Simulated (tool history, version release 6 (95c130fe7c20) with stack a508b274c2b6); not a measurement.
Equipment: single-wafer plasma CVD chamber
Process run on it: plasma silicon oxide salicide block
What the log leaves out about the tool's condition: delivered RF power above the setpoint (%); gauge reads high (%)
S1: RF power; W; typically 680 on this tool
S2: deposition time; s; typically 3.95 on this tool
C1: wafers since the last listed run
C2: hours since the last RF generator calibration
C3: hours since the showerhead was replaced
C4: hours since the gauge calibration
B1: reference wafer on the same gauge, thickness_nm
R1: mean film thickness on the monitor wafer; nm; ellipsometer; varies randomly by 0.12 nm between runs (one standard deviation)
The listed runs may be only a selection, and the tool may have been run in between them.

run,hour,S1,S2,C1,C2,C3,C4,B1,R1
1,0.0,750,4.30,0,268.7,8008.2,341.5,39.147,44.019
2,59.5,750,4.30,1879,328.2,8067.7,401.0,39.102,44.049
3,93.9,750,4.30,1086,362.6,8102.1,435.4,39.127,43.586
4,125.3,680,3.95,991,394.0,8133.5,466.8,39.113,39.629
5,154.5,680,3.95,922,423.2,8162.7,496.0,39.101,39.344
6,201.2,680,3.95,1475,469.9,8209.4,542.7,39.109,39.380
7,245.7,680,3.95,1405,514.4,8253.9,587.2,39.129,39.160
8,274.8,680,3.95,919,543.5,8283.0,616.3,39.086,39.264
9,328.0,680,3.95,1680,596.7,8336.2,669.5,39.099,39.122
10,380.7,680,3.95,1664,649.4,8388.9,722.2,39.056,39.136
11,433.1,680,3.95,1655,701.8,8441.3,774.6,39.111,38.999
12,497.6,680,4.36,2037,766.3,8505.8,839.1,39.090,43.241
13,525.8,680,3.34,890,794.5,8534.0,867.3,39.110,33.023
14,552.0,680,3.95,827,820.7,8560.2,893.5,39.137,39.055
# hour 565.6: RF generator calibrated
15,596.9,795,4.51,1165,31.3,8605.1,938.4,39.108,47.262
16,639.0,550,4.25,1329,73.4,8647.2,980.5,39.035,40.816
17,668.7,550,4.62,938,103.1,8676.9,1010.2,39.126,44.270
# hour 711.1: showerhead replaced
18,801.0,680,3.95,3926,235.4,89.9,1142.5,39.090,39.580
19,861.5,775,4.71,1910,295.9,150.4,1203.0,39.124,48.694
20,893.3,680,4.27,1004,327.7,182.2,1234.8,39.099,42.793
21,923.7,550,4.63,960,358.1,212.6,1265.2,39.090,43.694
# hour 957.8: gauge calibrated
22,974.7,740,3.20,1610,409.1,263.6,16.9,39.155,32.508
23,1005.0,680,3.95,957,439.4,293.9,47.2,39.059,39.446
24,1041.3,770,4.42,1146,475.7,330.2,83.5,39.137,45.506
25,1077.1,590,3.95,1130,511.5,366.0,119.3,39.102,38.037
26,1135.8,715,4.42,1854,570.2,424.7,178.0,39.109,44.428
27,1171.0,780,4.53,1111,605.4,459.9,213.2,39.077,46.948
28,1206.0,680,3.95,1105,640.4,494.9,248.2,39.113,39.227
29,1310.8,810,3.56,3310,745.2,599.7,353.0,39.125,36.930

The tool's hidden state at each run:
gauge reads high (%): 0 in every run
H1: delivered RF power above the setpoint (%)
run,H1
1,-6.73
2,-7.35
3,-7.65
4,-7.9
5,-8.11
6,-8.4
7,-8.63
8,-8.77
9,-8.99
10,-9.16
11,-9.31
12,-9.46
13,-9.52
14,-9.56
15,-1.32
16,-2.34
17,-2.98
18,-5.15
19,-5.85
20,-6.16
21,-6.44
22,-6.83
23,-7.03
24,-7.25
25,-7.44
26,-7.7
27,-7.84
28,-7.96
29,-8.24
